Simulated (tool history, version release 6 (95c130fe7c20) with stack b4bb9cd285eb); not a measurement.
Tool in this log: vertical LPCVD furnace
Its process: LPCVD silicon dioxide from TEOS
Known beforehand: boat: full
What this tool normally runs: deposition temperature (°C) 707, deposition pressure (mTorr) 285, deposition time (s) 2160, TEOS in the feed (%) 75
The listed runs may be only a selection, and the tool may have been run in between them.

run	hour	deposition temperature (°C)	deposition pressure (mTorr)	deposition time (s)	TEOS in the feed (%)	read-back reference wafer on the same gauge, thickness	film thickness on the monitor wafer in the middle of the boat (nm)
1	0	707	285	2160	75	357.08	307.44
2	23.4	701	285	2160	75	357.08	267.91
3	47.5	701	285	2160	75	356.99	268.01
4	69.3	701	285	2160	75	357.06	268.88
5	82.2	707	285	2160	75	357.02	307.27
# hour 117.7: thermocouples replaced and temperature profile calibrated
6	118.2	707	285	2160	75	357.13	292.96
7	147.2	707	285	2160	75	356.92	292.92
# hour 154.1: gauge calibrated
8	164.5	707	285	2160	75	356.91	293.52
# hour 191.7: pressure gauge zeroed
9	192.2	707	285	2160	75	357.07	300.54
10	217.7	707	215	2160	75	357.05	260.33
11	231.2	702	250	2160	70	357.01	241.95
12	266	714	285	2520	64	357.09	380.37
13	293.9	716	340	2880	75	357.07	538.84
14	308.6	707	285	2160	75	357.09	300.62
15	339.5	714	285	2160	75	357.09	354.22
16	365.8	707	285	2160	75	357	301.72
17	379.7	704	225	2160	75	357.01	250.61
18	391.7	707	285	2160	75	356.97	301.55
# hour 427.2: TEOS flow controller replaced
19	427.7	697	265	1380	75	357.08	147.81
20	437	715	330	2490	75	357.12	450.81
21	454.5	707	285	2160	75	356.95	302.49
22	481.1	718	285	2550	89	356.99	498.88
23	570.1	707	245	2610	75	357.09	339.5
24	583.4	710	285	2160	75	357.15	325.9
25	612.9	707	285	2160	75	356.8	304.16
26	647.9	695	285	1770	68	357.06	179.44
27	663.2	707	285	2640	75	356.98	370.89
28	682.8	717	265	1740	62	357	269.68
29	714	707	245	3000	83	357.11	413.08
30	740.5	699	330	2370	82	356.88	313.32
31	758.4	701	285	2910	68	356.97	341.32
32	791.1	703	285	2160	75	357.1	279.38

Measured less the same run without the tool's hidden state. The same run-to-run variation is in both; the gauge's scatter may not be:
The tool's hidden condition here consists of: true tube temperature minus thermocouple reading, K; true pressure minus gauge reading, mTorr; deviation of the TEOS flow from its setpoint, %; gauge reads high (%).
run	film thickness on the monitor wafer in the middle of the boat (nm)
1	+8.64
2	+7.69
3	+7.68
4	+7.69
5	+8.57
6	-6.19
7	-5.85
8	-5.68
9	+0.68
10	+0.41
11	+0.73
12	+1.78
13	+3.45
14	+1.87
15	+2.48
16	+2.4
17	+1.74
18	+2.64
19	+1.42
20	+4.78
21	+3.18
22	+5.41
23	+4.19
24	+4.45
25	+4.41
26	+2.84
27	+5.79
28	+4.04
29	+6.37
30	+5.87
31	+6.11
32	+5.14
